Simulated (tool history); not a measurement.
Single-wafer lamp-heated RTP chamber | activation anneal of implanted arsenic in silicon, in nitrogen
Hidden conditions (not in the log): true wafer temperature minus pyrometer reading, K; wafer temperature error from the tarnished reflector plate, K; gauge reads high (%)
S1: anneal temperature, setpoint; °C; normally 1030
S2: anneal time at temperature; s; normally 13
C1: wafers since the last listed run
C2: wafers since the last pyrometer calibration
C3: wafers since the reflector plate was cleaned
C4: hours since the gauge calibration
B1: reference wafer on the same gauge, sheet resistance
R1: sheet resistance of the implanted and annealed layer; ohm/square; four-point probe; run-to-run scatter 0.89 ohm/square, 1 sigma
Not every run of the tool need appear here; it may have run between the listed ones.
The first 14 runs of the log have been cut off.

run	hour	S1	S2	C1	C2	C3	C4	B1	R1
15	967.3	1030	18	985	3879	5734	2233.5	561.27	583.96
16	1025.0	1030	18	752	4631	6486	2291.2	561.16	582.30
17	1129.2	1050	17	1358	5990	7844	2395.4	560.32	578.38
# hour 1149.6: pyrometer window cleaned and pyrometer calibrated
# hour 1193.5: reflector plate cleaned
18	1194.0	1005	9	636	474	6	2460.2	559.18	588.54
# hour 1215.1: gauge calibrated
19	1228.0	1056	13	443	918	449	12.9	570.03	591.15
20	1299.5	1023	16	932	1850	1381	84.4	569.80	595.08
21	1365.1	1006	6	855	2705	2236	150.0	570.01	600.44
22	1442.1	1017	13	1003	3709	3240	227.0	570.16	595.73
23	1487.1	1057	17	586	4296	3827	272.0	569.64	587.20
24	1542.0	1055	15	715	5011	4543	326.9	570.09	587.57
25	1619.3	1030	13	1007	6019	5550	404.2	569.82	593.79
26	1721.2	1001	20	1328	7348	6879	506.1	569.46	594.90
# hour 1764.8: pyrometer window cleaned and pyrometer calibrated
27	1818.2	1040	18	1160	696	8039	603.1	569.46	591.30
28	1882.6	1003	20	839	1535	8879	667.5	569.77	595.68
# hour 1924.8: reflector plate cleaned
29	1950.2	1044	13	777	2312	330	735.1	568.80	593.03
30	2036.1	1004	8	1119	3432	1450	821.0	568.65	598.79
31	2120.3	1054	20	1097	4530	2548	905.2	568.67	585.60
32	2163.7	1052	13	565	5096	3114	948.6	568.38	590.42

Consider 3 possible next runs. They are alternatives, not a sequence: every one starts from the tool as it was left by run 32. What does each give?
A	2164.1	1030	13	5	5101	3119	949.0	?	?
B	2164.1	1060	20	5	5101	3119	949.0	?	?
C	2164.1	1045	16	5	5101	3119	949.0	?	?

run	B1	R1
A	568.72	593.41
B	568.72	583.23
C	568.72	589.41
With no hidden state in the tool, these same runs would have given:
run	R1
A	594.98
B	584.77
C	590.97
